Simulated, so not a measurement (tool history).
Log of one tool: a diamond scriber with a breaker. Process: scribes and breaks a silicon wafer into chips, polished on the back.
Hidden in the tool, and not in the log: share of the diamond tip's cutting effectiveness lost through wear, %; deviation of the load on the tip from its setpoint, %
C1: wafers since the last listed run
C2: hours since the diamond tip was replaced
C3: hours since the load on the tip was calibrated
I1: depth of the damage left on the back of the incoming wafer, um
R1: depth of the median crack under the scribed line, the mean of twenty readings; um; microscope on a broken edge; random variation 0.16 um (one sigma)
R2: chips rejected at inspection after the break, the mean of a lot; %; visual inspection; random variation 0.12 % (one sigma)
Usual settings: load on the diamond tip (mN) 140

run 1 hour=0.0 | load_on_the_diamond_tip_(mN)=173 | C1=0 C2=678.8 C3=975.9 | I1=0.04 | R1=15.76 R2=4.73
run 2 hour=25.8 | load_on_the_diamond_tip_(mN)=140 | C1=67 C2=704.6 C3=1001.7 | I1=0.01 | R1=13.88 R2=3.59
run 3 hour=82.7 | load_on_the_diamond_tip_(mN)=140 | C1=148 C2=761.5 C3=1058.6 | I1=0.02 | R1=13.61 R2=3.60
run 4 hour=150.5 | load_on_the_diamond_tip_(mN)=161 | C1=176 C2=829.3 C3=1126.4 | I1=0.03 | R1=14.69 R2=2.29
run 5 hour=196.5 | load_on_the_diamond_tip_(mN)=161 | C1=120 C2=875.3 C3=1172.4 | I1=0.05 | R1=14.89 R2=2.41
run 6 hour=266.2 | load_on_the_diamond_tip_(mN)=161 | C1=181 C2=945.0 C3=1242.1 | I1=0.03 | R1=14.88 R2=2.34
-- hour=274.4 diamond tip replaced by a new one
run 7 hour=305.6 | load_on_the_diamond_tip_(mN)=140 | C1=97 C2=31.2 C3=1281.5 | I1=0.03 | R1=13.62 R2=3.52
run 8 hour=361.4 | load_on_the_diamond_tip_(mN)=117 | C1=145 C2=87.0 C3=1337.3 | I1=0.01 | R1=12.39 R2=14.71
-- hour=375.4 load on the tip recalibrated
run 9 hour=410.5 | load_on_the_diamond_tip_(mN)=103 | C1=122 C2=136.1 C3=35.1 | I1=0.04 | R1=10.55 R2=40.12
run 10 hour=447.1 | load_on_the_diamond_tip_(mN)=161 | C1=95 C2=172.7 C3=71.7 | I1=0.03 | R1=14.04 R2=2.56
run 11 hour=486.6 | load_on_the_diamond_tip_(mN)=151 | C1=103 C2=212.2 C3=111.2 | I1=0.03 | R1=13.60 R2=4.93
-- hour=533.0 load on the tip recalibrated, repeated, since the last time left the tool worse
run 12 hour=553.7 | load_on_the_diamond_tip_(mN)=126 | C1=169 C2=279.3 C3=20.7 | I1=0.04 | R1=13.55 R2=4.62
run 13 hour=593.5 | load_on_the_diamond_tip_(mN)=179 | C1=103 C2=319.1 C3=60.5 | I1=0.03 | R1=16.46 R2=11.14
run 14 hour=641.2 | load_on_the_diamond_tip_(mN)=140 | C1=124 C2=366.8 C3=108.2 | I1=0.04 | R1=14.36 R2=2.28
run 15 hour=670.2 | load_on_the_diamond_tip_(mN)=119 | C1=75 C2=395.8 C3=137.2 | I1=0.02 | R1=12.95 R2=8.34

Forecast each of these 5 alternatives for the next run:
run A hour=670.8 | load_on_the_diamond_tip_(mN)=181 | C1=1 C2=396.4 C3=137.8 | I1=0.02 | R1=? R2=?
run B hour=670.8 | load_on_the_diamond_tip_(mN)=129 | C1=1 C2=396.4 C3=137.8 | I1=0.02 | R1=? R2=?
run C hour=670.8 | load_on_the_diamond_tip_(mN)=176 | C1=1 C2=396.4 C3=137.8 | I1=0.02 | R1=? R2=?
run D hour=670.8 | load_on_the_diamond_tip_(mN)=108 | C1=1 C2=396.4 C3=137.8 | I1=0.02 | R1=? R2=?
run E hour=670.8 | load_on_the_diamond_tip_(mN)=115 | C1=1 C2=396.4 C3=137.8 | I1=0.02 | R1=? R2=?

run=A R1=16.89 R2=10.69
run=B R1=13.61 R2=4.47
run=C R1=16.59 R2=8.67
run=D R1=12.18 R2=16.73
run=E R1=12.67 R2=11.41
Without the tool's hidden state the same runs would have given:
run=A R1=17.28 R2=13.58
run=B R1=13.93 R2=3.17
run=C R1=16.97 R2=11.28
run=D R1=12.46 R2=13.52
run=E R1=12.96 R2=8.79
